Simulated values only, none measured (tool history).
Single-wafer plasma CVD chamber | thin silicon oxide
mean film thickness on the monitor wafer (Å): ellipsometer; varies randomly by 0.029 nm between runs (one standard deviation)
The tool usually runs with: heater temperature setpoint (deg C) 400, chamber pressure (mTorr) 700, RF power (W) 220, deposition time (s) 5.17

run	hour	heater temperature setpoint (deg C)	chamber pressure (mTorr)	RF power (W)	deposition time (s)	read-back reference wafer on the same gauge, thickness_nm	mean film thickness on the monitor wafer (Å)
1	0.0	400	700	220	5.87	8.262	76.77
2	54.7	400	700	200	5.17	8.261	62.88
3	91.0	400	700	200	5.17	8.262	62.39
4	139.8	400	700	220	5.17	8.259	67.50
5	209.2	400	700	220	5.17	8.257	67.30
6	240.5	400	700	220	5.17	8.262	66.70
7	287.3	400	700	220	5.17	8.260	66.99
8	323.3	397	759	220	5.17	8.260	70.58
9	394.0	397	759	220	5.17	8.262	70.30
10	418.1	400	700	210	5.17	8.263	63.67
11	454.7	400	700	220	5.17	8.259	66.02
12	493.3	400	700	220	5.17	8.257	66.36
13	544.2	400	700	220	5.17	8.259	65.53
14	573.7	400	700	205	5.17	8.270	61.69
15	610.3	400	828	220	5.17	8.260	73.73
16	679.7	400	700	220	5.17	8.269	69.18
17	736.4	400	700	220	5.17	8.253	68.65
18	805.6	411	584	235	4.21	8.258	52.91
19	863.7	400	755	220	5.17	8.255	71.70
20	904.3	400	863	195	5.17	8.262	69.47
21	930.0	400	700	220	5.17	8.263	68.65
22	983.3	400	700	220	5.17	8.263	68.53
23	1018.3	400	700	190	5.17	8.262	59.77
24	1110.9	400	700	220	5.17	8.254	68.22
25	1182.2	405	700	220	4.17	8.265	54.79
26	1240.9	400	577	220	4.91	8.257	58.04
27	1295.4	413	700	220	5.17	8.263	67.28
28	1329.2	388	859	195	5.17	8.257	68.54

Between the runs listed above, the log contained 5 entries, not reproduced here. Where in the sequence does each belong, and how does what the log doesn't record of the tool's condition differ from the listed run before to the listed run after?
After run 14, before run 15: RF generator calibrated (hour 593.8); showerhead replaced (hour 606.9)
  delivered RF power above the setpoint (%): -2.91 -> -0.0962; true pressure above the setpoint (%): -6.28 -> -6.72
  measured minus no-state result, mean film thickness on the monitor wafer (Å): -4.00 -> -2.85
After run 15, before run 16: capacitance manometer re-zeroed and calibrated (hour 650.4); thermocouple changed; heater temperature recalibrated (hour 679.2)
  delivered RF power above the setpoint (%): -0.0962 -> -0.261; true pressure above the setpoint (%): -6.72 -> -1.2
  measured minus no-state result, mean film thickness on the monitor wafer (Å): -2.85 -> -0.63
After run 18, before run 19: gauge calibrated (hour 862.4)
  delivered RF power above the setpoint (%): -0.56 -> -0.697; true pressure above the setpoint (%): -1.31 -> -1.42
  measured minus no-state result, mean film thickness on the monitor wafer (Å): -0.66 -> -0.99
